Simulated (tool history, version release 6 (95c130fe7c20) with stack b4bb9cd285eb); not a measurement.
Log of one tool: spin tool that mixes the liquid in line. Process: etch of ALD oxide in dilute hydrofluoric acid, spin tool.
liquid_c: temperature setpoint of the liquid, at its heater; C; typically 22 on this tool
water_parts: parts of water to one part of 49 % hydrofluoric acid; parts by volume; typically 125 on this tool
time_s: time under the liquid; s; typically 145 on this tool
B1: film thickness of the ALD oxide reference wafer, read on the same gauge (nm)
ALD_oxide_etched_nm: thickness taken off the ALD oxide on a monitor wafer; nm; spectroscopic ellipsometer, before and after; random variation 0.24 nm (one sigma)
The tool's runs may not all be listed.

Run 1, hour 0: usual settings; B1 109.94. Result: ALD_oxide_etched_nm 23.81 nm.
Run 2, hour 34.5: usual settings; B1 110.01. Result: ALD_oxide_etched_nm 23.21 nm.
Run 3, hour 57.5: usual settings; B1 110. Result: ALD_oxide_etched_nm 23.03 nm.
Run 4, hour 92: usual settings; B1 110.02. Result: ALD_oxide_etched_nm 23.01 nm.
At hour 94.9: thermometer replaced.
Run 5, hour 135.4: usual settings; B1 109.99. Result: ALD_oxide_etched_nm 25.6 nm.
At hour 138.4: hydrofluoric acid flow meter replaced.
Run 6, hour 169.9: usual settings; B1 109.96. Result: ALD_oxide_etched_nm 25.56 nm.
Run 7, hour 182.8: usual settings; B1 110.03. Result: ALD_oxide_etched_nm 25.32 nm.
Run 8, hour 216.3: usual settings; B1 109.97. Result: ALD_oxide_etched_nm 24.68 nm.
Run 9, hour 236.3: usual settings; B1 110. Result: ALD_oxide_etched_nm 24.85 nm.
Run 10, hour 256.4: usual settings but liquid_c 19.5 C; B1 109.96. Result: ALD_oxide_etched_nm 22.42 nm.
Run 11, hour 278.7: usual settings but liquid_c 19.5 C; B1 110.03. Result: ALD_oxide_etched_nm 22.43 nm.
Run 12, hour 299.9: usual settings but water_parts 155 parts by volume, time_s 195 s; B1 110. Result: ALD_oxide_etched_nm 25.31 nm.
Run 13, hour 328.3: usual settings; B1 110.06. Result: ALD_oxide_etched_nm 24.31 nm.
Run 14, hour 346.3: usual settings but liquid_c 20 C, water_parts 105 parts by volume; B1 110. Result: ALD_oxide_etched_nm 27.7 nm.
At hour 380.6: gauge calibrated.
Run 15, hour 381.5: usual settings; B1 110.01. Result: ALD_oxide_etched_nm 24.38 nm.
Run 16, hour 409.2: usual settings but water_parts 170 parts by volume, time_s 65 s; B1 110.02. Result: ALD_oxide_etched_nm 7.6 nm.
Run 17, hour 424.7: usual settings but liquid_c 19.5 C, time_s 190 s; B1 109.98. Result: ALD_oxide_etched_nm 28.81 nm.
Run 18, hour 452.8: usual settings; B1 109.99. Result: ALD_oxide_etched_nm 24.24 nm.
Run 19, hour 466.9: usual settings but water_parts 105 parts by volume; B1 110. Result: ALD_oxide_etched_nm 29.47 nm.
Run 20, hour 500.4: usual settings but liquid_c 17 C, time_s 185 s; B1 109.98. Result: ALD_oxide_etched_nm 25.22 nm.
Run 21, hour 527.2: usual settings but liquid_c 19 C, time_s 105 s; B1 110.01. Result: ALD_oxide_etched_nm 15.34 nm.
Run 22, hour 551.2: usual settings but liquid_c 19 C, water_parts 105 parts by volume, time_s 165 s; B1 109.98. Result: ALD_oxide_etched_nm 29.62 nm.
Run 23, hour 583.6: usual settings but water_parts 155 parts by volume; B1 109.98. Result: ALD_oxide_etched_nm 18.87 nm.
Run 24, hour 615.7: usual settings but water_parts 80 parts by volume; B1 109.97. Result: ALD_oxide_etched_nm 39.03 nm.
Run 25, hour 647.6: usual settings but liquid_c 23.5 C, water_parts 180 parts by volume, time_s 70 s; B1 109.96. Result: ALD_oxide_etched_nm 7.9 nm.
Run 26, hour 670.6: usual settings but liquid_c 17.5 C, time_s 205 s; B1 110.01. Result: ALD_oxide_etched_nm 27.09 nm.
Run 27, hour 687.9: usual settings but liquid_c 18.5 C, water_parts 95 parts by volume, time_s 190 s; B1 109.99. Result: ALD_oxide_etched_nm 35.7 nm.
At hour 699.2: thermometer replaced.
Run 28, hour 716.9: usual settings; B1 110. Result: ALD_oxide_etched_nm 24.95 nm.
Run 29, hour 735.1: usual settings; B1 110.05. Result: ALD_oxide_etched_nm 25.24 nm.
Run 30, hour 752.9: usual settings but time_s 195 s; B1 110.01. Result: ALD_oxide_etched_nm 33.66 nm.
Run 31, hour 774: usual settings but liquid_c 24 C, time_s 185 s; B1 109.99. Result: ALD_oxide_etched_nm 34.54 nm.
Run 32, hour 794.4: usual settings; B1 110.02. Result: ALD_oxide_etched_nm 25.05 nm.
Run 33, hour 828: usual settings; B1 110.06. Result: ALD_oxide_etched_nm 25 nm.
Run 34, hour 855.7: usual settings but liquid_c 24.5 C, water_parts 90 parts by volume; B1 110. Result: ALD_oxide_etched_nm 39.08 nm.

Branching from run 34: 4 alternative next runs. What would each branch give?
Run A, hour 856.2: usual settings; B1 ?. Result: ALD_oxide_etched_nm ?.
Run B, hour 856.2: usual settings but liquid_c 18.5 C, water_parts 105 parts by volume, time_s 100 s; B1 ?. Result: ALD_oxide_etched_nm ?.
Run C, hour 856.2: usual settings but liquid_c 18.5 C, water_parts 105 parts by volume, time_s 210 s; B1 ?. Result: ALD_oxide_etched_nm ?.
Run D, hour 856.2: usual settings but liquid_c 20.5 C, water_parts 150 parts by volume, time_s 220 s; B1 ?. Result: ALD_oxide_etched_nm ?.

run      B1  ALD_oxide_etched_nm
  A  110.02                24.69
  B  110.02                17.95
  C  110.02                 37.7
  D  110.02                28.62
What these runs would have given with no unlogged condition in the tool:
run  ALD_oxide_etched_nm
  A                25.44
  B                18.52
  C                38.89
  D                29.49

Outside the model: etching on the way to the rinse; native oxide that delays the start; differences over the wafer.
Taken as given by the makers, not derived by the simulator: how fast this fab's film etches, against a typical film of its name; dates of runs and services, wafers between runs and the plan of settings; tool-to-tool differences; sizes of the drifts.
